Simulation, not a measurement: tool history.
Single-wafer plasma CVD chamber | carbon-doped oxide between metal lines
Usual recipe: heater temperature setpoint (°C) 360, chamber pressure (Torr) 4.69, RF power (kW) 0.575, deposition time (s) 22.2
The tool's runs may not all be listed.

run,hour,heater temperature setpoint (°C),chamber pressure (Torr),RF power (kW),deposition time (s),"read-back reference wafer on the same gauge, thickness_nm",mean film thickness on the monitor wafer (angstrom)
1,0,354,4.69,0.575,22.2,95.02,1185.91
2,82.8,354,4.69,0.575,22.2,94.974,1190.28
3,123,360,4.69,0.575,22.2,94.988,1164.02
4,426.2,360,4.69,0.575,22.2,94.936,1155.97
5,474.8,360,4.69,0.575,22.2,95.022,1158.15
6,523,360,4.69,0.575,22.2,95.024,1142.99
# hour 531.5: thermocouple changed; heater temperature recalibrated
# hour 537.1: showerhead replaced, of another model than before
7,629.2,360,4.69,0.575,22.2,95.067,1159.76
8,666,360,4.69,0.575,22.2,94.958,1160.79
9,715.1,360,4.69,0.575,22.2,94.925,1160.56
10,816.6,360,4.69,0.575,22.2,95.035,1139.98
11,921,360,4.69,0.575,22.2,95.026,1148.14
# hour 1019.9: RF generator calibrated
12,1026.1,352,4.18,0.575,22.2,95.049,1187.38
13,1098.2,360,4.69,0.575,22.2,95.039,1178.92
14,1155.4,374,4.69,0.53,23.5,95.04,1173.23
15,1219.1,360,4.69,0.575,24.9,94.877,1306.64
16,1272.1,374,4.69,0.545,25,94.931,1257.37
# hour 1286.7: capacitance manometer re-zeroed and calibrated
17,1311.7,360,5.68,0.575,18.7,95.014,1007.65
18,1375.7,348,4.69,0.575,24.9,95.048,1360.66
# hour 1405.2: gauge calibrated
19,1467.4,371,4.69,0.575,22.2,94.946,1142.77
20,1513.1,348,4.69,0.575,22.2,94.938,1193.11
21,1559.3,366,5.32,0.575,22.2,94.931,1151.68
22,1610.8,348,3.78,0.575,25.4,94.947,1354.15

What does the tool deliver on the next run?
23,1662,354,3.7,0.575,25.2,?,?

{"run 23": {"read-back reference wafer on the same gauge, thickness_nm": 95.065, "mean film thickness on the monitor wafer (angstrom)": 1316.73}}
Were there no unlogged condition in the tool, this run, its random variation unchanged, would have produced mean film thickness on the monitor wafer (angstrom) 1338.12.
